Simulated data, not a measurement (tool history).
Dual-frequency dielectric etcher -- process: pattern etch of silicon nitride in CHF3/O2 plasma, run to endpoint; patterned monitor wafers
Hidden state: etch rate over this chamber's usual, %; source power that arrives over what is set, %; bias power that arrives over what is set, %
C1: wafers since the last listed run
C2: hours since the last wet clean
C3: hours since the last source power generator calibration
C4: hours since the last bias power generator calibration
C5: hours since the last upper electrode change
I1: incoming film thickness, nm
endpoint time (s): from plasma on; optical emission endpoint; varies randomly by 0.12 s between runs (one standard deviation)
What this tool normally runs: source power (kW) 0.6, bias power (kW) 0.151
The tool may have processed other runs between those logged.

{"run": 1, "day": 0.0, "source power (kW)": 0.55, "bias power (kW)": 0.151, "C1": 0, "C2": 140.2, "C3": 1314.8, "C4": 3670.3, "C5": 1813.5, "I1": 58, "endpoint time (s)": 40.3}
{"run": 2, "day": 0.808, "source power (kW)": 0.55, "bias power (kW)": 0.151, "C1": 150, "C2": 159.6, "C3": 1334.2, "C4": 3689.7, "C5": 1832.9, "I1": 58.4, "endpoint time (s)": 40.5}
{"run": 3, "day": 1.433, "source power (kW)": 0.55, "bias power (kW)": 0.151, "C1": 116, "C2": 174.6, "C3": 1349.2, "C4": 3704.7, "C5": 1847.9, "I1": 58.5, "endpoint time (s)": 40.5}
{"run": 4, "day": 2.404, "source power (kW)": 0.53, "bias power (kW)": 0.151, "C1": 180, "C2": 197.9, "C3": 1372.5, "C4": 3728, "C5": 1871.2, "I1": 58.4, "endpoint time (s)": 41}
{"run": 5, "day": 3.546, "source power (kW)": 0.53, "bias power (kW)": 0.151, "C1": 212, "C2": 225.3, "C3": 1399.9, "C4": 3755.4, "C5": 1898.6, "I1": 57.9, "endpoint time (s)": 40.9}
{"run": 6, "day": 4.25, "source power (kW)": 0.53, "bias power (kW)": 0.151, "C1": 131, "C2": 242.2, "C3": 1416.8, "C4": 3772.3, "C5": 1915.5, "I1": 58.7, "endpoint time (s)": 41.3}
{"run": 7, "day": 5.246, "source power (kW)": 0.6, "bias power (kW)": 0.124, "C1": 185, "C2": 266.1, "C3": 1440.7, "C4": 3796.2, "C5": 1939.4, "I1": 57.3, "endpoint time (s)": 42}
{"run": 8, "day": 6.104, "source power (kW)": 0.6, "bias power (kW)": 0.124, "C1": 159, "C2": 286.7, "C3": 1461.3, "C4": 3816.8, "C5": 1960, "I1": 58.4, "endpoint time (s)": 42.9}
{"run": 9, "day": 7.292, "source power (kW)": 0.6, "bias power (kW)": 0.151, "C1": 221, "C2": 315.2, "C3": 1489.8, "C4": 3845.3, "C5": 1988.5, "I1": 58.6, "endpoint time (s)": 40.1}
{"run": 10, "day": 7.938, "source power (kW)": 0.6, "bias power (kW)": 0.151, "C1": 120, "C2": 330.7, "C3": 1505.3, "C4": 3860.8, "C5": 2004, "I1": 58.9, "endpoint time (s)": 40.1}
{"day": 8.7, "done": "bias power generator calibrated"}
{"run": 11, "day": 9.162, "source power (kW)": 0.6, "bias power (kW)": 0.151, "C1": 196, "C2": 360.1, "C3": 1534.7, "C4": 11.1, "C5": 2033.4, "I1": 58.7, "endpoint time (s)": 40.2}
{"run": 12, "day": 9.846, "source power (kW)": 0.6, "bias power (kW)": 0.151, "C1": 127, "C2": 376.5, "C3": 1551.1, "C4": 27.5, "C5": 2049.8, "I1": 58.5, "endpoint time (s)": 40}
{"run": 13, "day": 10.921, "source power (kW)": 0.6, "bias power (kW)": 0.151, "C1": 200, "C2": 402.3, "C3": 1576.9, "C4": 53.3, "C5": 2075.6, "I1": 58.4, "endpoint time (s)": 39.9}
{"run": 14, "day": 11.958, "source power (kW)": 0.6, "bias power (kW)": 0.151, "C1": 193, "C2": 427.2, "C3": 1601.8, "C4": 78.2, "C5": 2100.5, "I1": 58.2, "endpoint time (s)": 39.9}
{"run": 15, "day": 13.333, "source power (kW)": 0.6, "bias power (kW)": 0.151, "C1": 255, "C2": 460.2, "C3": 1634.8, "C4": 111.2, "C5": 2133.5, "I1": 58.2, "endpoint time (s)": 40.1}
{"run": 16, "day": 14.242, "source power (kW)": 0.6, "bias power (kW)": 0.151, "C1": 169, "C2": 482, "C3": 1656.6, "C4": 133, "C5": 2155.3, "I1": 57.9, "endpoint time (s)": 39.8}
{"day": 15.75, "done": "wet clean of the chamber"}
{"run": 17, "day": 15.771, "source power (kW)": 0.66, "bias power (kW)": 0.189, "C1": 98, "C2": 0.5, "C3": 1693.3, "C4": 169.7, "C5": 2192, "I1": 59, "endpoint time (s)": 35.8}
{"run": 18, "day": 16.862, "source power (kW)": 0.51, "bias power (kW)": 0.131, "C1": 203, "C2": 26.7, "C3": 1719.5, "C4": 195.9, "C5": 2218.2, "I1": 58.1, "endpoint time (s)": 42.5}
{"day": 17.342, "done": "source power generator calibrated"}
{"run": 19, "day": 17.504, "source power (kW)": 0.67, "bias power (kW)": 0.141, "C1": 88, "C2": 42.1, "C3": 3.9, "C4": 211.3, "C5": 2233.6, "I1": 58.8, "endpoint time (s)": 39.3}
{"run": 20, "day": 18.858, "source power (kW)": 0.6, "bias power (kW)": 0.151, "C1": 252, "C2": 74.6, "C3": 36.4, "C4": 243.8, "C5": 2266.1, "I1": 58.4, "endpoint time (s)": 39.4}
{"day": 20.012, "done": "upper electrode replaced"}
{"run": 21, "day": 20.221, "source power (kW)": 0.53, "bias power (kW)": 0.167, "C1": 67, "C2": 107.3, "C3": 69.1, "C4": 276.5, "C5": 5, "I1": 58, "endpoint time (s)": 38.9}
{"run": 22, "day": 21.071, "source power (kW)": 0.48, "bias power (kW)": 0.113, "C1": 158, "C2": 127.7, "C3": 89.5, "C4": 296.9, "C5": 25.4, "I1": 57.8, "endpoint time (s)": 45.4}
{"run": 23, "day": 21.867, "source power (kW)": 0.51, "bias power (kW)": 0.131, "C1": 148, "C2": 146.8, "C3": 108.6, "C4": 316, "C5": 44.5, "I1": 58, "endpoint time (s)": 43}
{"run": 24, "day": 23.179, "source power (kW)": 0.52, "bias power (kW)": 0.169, "C1": 244, "C2": 178.3, "C3": 140.1, "C4": 347.5, "C5": 76, "I1": 58.4, "endpoint time (s)": 39}
{"run": 25, "day": 23.7, "source power (kW)": 0.65, "bias power (kW)": 0.132, "C1": 96, "C2": 190.8, "C3": 152.6, "C4": 360, "C5": 88.5, "I1": 58.1, "endpoint time (s)": 40.3}
{"run": 26, "day": 24.208, "source power (kW)": 0.68, "bias power (kW)": 0.151, "C1": 94, "C2": 203, "C3": 164.8, "C4": 372.2, "C5": 100.7, "I1": 58.9, "endpoint time (s)": 38.6}
{"run": 27, "day": 25.133, "source power (kW)": 0.52, "bias power (kW)": 0.166, "C1": 172, "C2": 225.2, "C3": 187, "C4": 394.4, "C5": 122.9, "I1": 57.8, "endpoint time (s)": 39}
{"run": 28, "day": 26.25, "source power (kW)": 0.45, "bias power (kW)": 0.151, "C1": 207, "C2": 252, "C3": 213.8, "C4": 421.2, "C5": 149.7, "I1": 58.4, "endpoint time (s)": 42.5}
{"run": 29, "day": 27.096, "source power (kW)": 0.48, "bias power (kW)": 0.151, "C1": 157, "C2": 272.3, "C3": 234.1, "C4": 441.5, "C5": 170, "I1": 58.2, "endpoint time (s)": 41.7}

Selected run-to-run steps in endpoint time (s), each split into two signed amounts: the part the tool would show with no hidden state at all (from settings, incoming material and random variation), and the remainder, which goes to the hidden state together with any gauge scatter not common to the measured and the hidden-state-free results:
Run 1 -> 2: settings left as they were, no log entry in between. endpoint time (s) +0.2: hidden state +0.1, all else +0.1.
Run 16 -> 17: source power (kW) 0.6 -> 0.66, bias power (kW) 0.151 -> 0.189, wet clean of the chamber. endpoint time (s) -4: hidden state -1, all else -3.
Run 17 -> 18: source power (kW) 0.66 -> 0.51, bias power (kW) 0.189 -> 0.131. endpoint time (s) +6.7: hidden state +0, all else +6.7.
Run 21 -> 22: source power (kW) 0.53 -> 0.48, bias power (kW) 0.167 -> 0.113. endpoint time (s) +6.5: hidden state +0, all else +6.5.
